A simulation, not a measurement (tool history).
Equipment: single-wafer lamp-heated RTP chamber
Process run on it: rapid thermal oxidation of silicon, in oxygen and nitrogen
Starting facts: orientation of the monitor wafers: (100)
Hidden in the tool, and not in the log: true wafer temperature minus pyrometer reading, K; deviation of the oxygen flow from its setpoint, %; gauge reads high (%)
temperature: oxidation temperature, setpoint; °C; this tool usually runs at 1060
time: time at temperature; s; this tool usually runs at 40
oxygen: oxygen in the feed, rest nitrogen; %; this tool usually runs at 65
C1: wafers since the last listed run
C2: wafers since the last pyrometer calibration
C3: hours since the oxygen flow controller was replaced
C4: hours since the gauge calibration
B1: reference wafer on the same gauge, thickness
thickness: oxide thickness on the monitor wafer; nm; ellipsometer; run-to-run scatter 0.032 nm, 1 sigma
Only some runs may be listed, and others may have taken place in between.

{"run": 1, "hour": 0.0, "temperature": 1069, "time": 40, "oxygen": 65, "C1": 0, "C2": 5914, "C3": 3194.9, "C4": 2.8, "B1": 6.091, "thickness": 6.899}
{"hour": 40.9, "done": "pyrometer window cleaned and pyrometer calibrated"}
{"run": 2, "hour": 43.6, "temperature": 1069, "time": 40, "oxygen": 65, "C1": 509, "C2": 39, "C3": 3238.5, "C4": 46.4, "B1": 6.083, "thickness": 6.649}
{"run": 3, "hour": 90.6, "temperature": 1060, "time": 40, "oxygen": 50, "C1": 673, "C2": 712, "C3": 3285.5, "C4": 93.4, "B1": 6.091, "thickness": 5.713}
{"run": 4, "hour": 134.1, "temperature": 1060, "time": 40, "oxygen": 50, "C1": 623, "C2": 1335, "C3": 3329, "C4": 136.9, "B1": 6.096, "thickness": 5.763}
{"run": 5, "hour": 202.4, "temperature": 1060, "time": 40, "oxygen": 50, "C1": 978, "C2": 2314, "C3": 3397.3, "C4": 205.2, "B1": 6.083, "thickness": 5.817}
{"run": 6, "hour": 285.3, "temperature": 1048, "time": 40, "oxygen": 65, "C1": 1187, "C2": 3501, "C3": 3480.2, "C4": 288.1, "B1": 6.094, "thickness": 5.843}
{"run": 7, "hour": 364.9, "temperature": 1048, "time": 40, "oxygen": 65, "C1": 1140, "C2": 4641, "C3": 3559.8, "C4": 367.7, "B1": 6.091, "thickness": 5.859}
{"run": 8, "hour": 476.5, "temperature": 1048, "time": 40, "oxygen": 65, "C1": 1598, "C2": 6240, "C3": 3671.4, "C4": 479.3, "B1": 6.083, "thickness": 5.968}
{"run": 9, "hour": 554.2, "temperature": 1060, "time": 40, "oxygen": 55, "C1": 1113, "C2": 7353, "C3": 3749.1, "C4": 557, "B1": 6.093, "thickness": 6.18}
{"hour": 589.9, "done": "pyrometer window cleaned and pyrometer calibrated"}
{"run": 10, "hour": 614.9, "temperature": 1060, "time": 40, "oxygen": 55, "C1": 754, "C2": 358, "C3": 3809.8, "C4": 617.7, "B1": 6.088, "thickness": 5.904}
{"hour": 665.0, "done": "oxygen flow controller replaced"}
{"run": 11, "hour": 699.8, "temperature": 1060, "time": 57, "oxygen": 52, "C1": 1101, "C2": 1460, "C3": 34.8, "C4": 702.6, "B1": 6.095, "thickness": 6.799}
{"hour": 714.3, "done": "gauge calibrated"}
{"run": 12, "hour": 769.8, "temperature": 1060, "time": 40, "oxygen": 65, "C1": 1002, "C2": 2462, "C3": 104.8, "C4": 55.5, "B1": 6.09, "thickness": 6.326}
{"run": 13, "hour": 837.3, "temperature": 1060, "time": 40, "oxygen": 65, "C1": 966, "C2": 3429, "C3": 172.3, "C4": 123, "B1": 6.086, "thickness": 6.276}
{"run": 14, "hour": 941.8, "temperature": 1033, "time": 26, "oxygen": 73, "C1": 1497, "C2": 4926, "C3": 276.8, "C4": 227.5, "B1": 6.096, "thickness": 4.664}
{"run": 15, "hour": 1004.0, "temperature": 1060, "time": 40, "oxygen": 82, "C1": 891, "C2": 5817, "C3": 339, "C4": 289.7, "B1": 6.09, "thickness": 7.095}
{"hour": 1094.9, "done": "pyrometer window cleaned and pyrometer calibrated"}
{"run": 16, "hour": 1105.2, "temperature": 1060, "time": 45, "oxygen": 88, "C1": 1335, "C2": 147, "C3": 440.2, "C4": 390.9, "B1": 6.096, "thickness": 7.347}

Predict the results of run 17:
{"run": 17, "hour": 1153.8, "temperature": 1075, "time": 23, "oxygen": 77, "C1": 696, "C2": 844, "C3": 488.8, "C4": 439.5, "B1": "?", "thickness": "?"}

B1: 6.083
thickness: 5.865 nm
With no hidden state in the tool, this same run would have given thickness 5.85 nm.
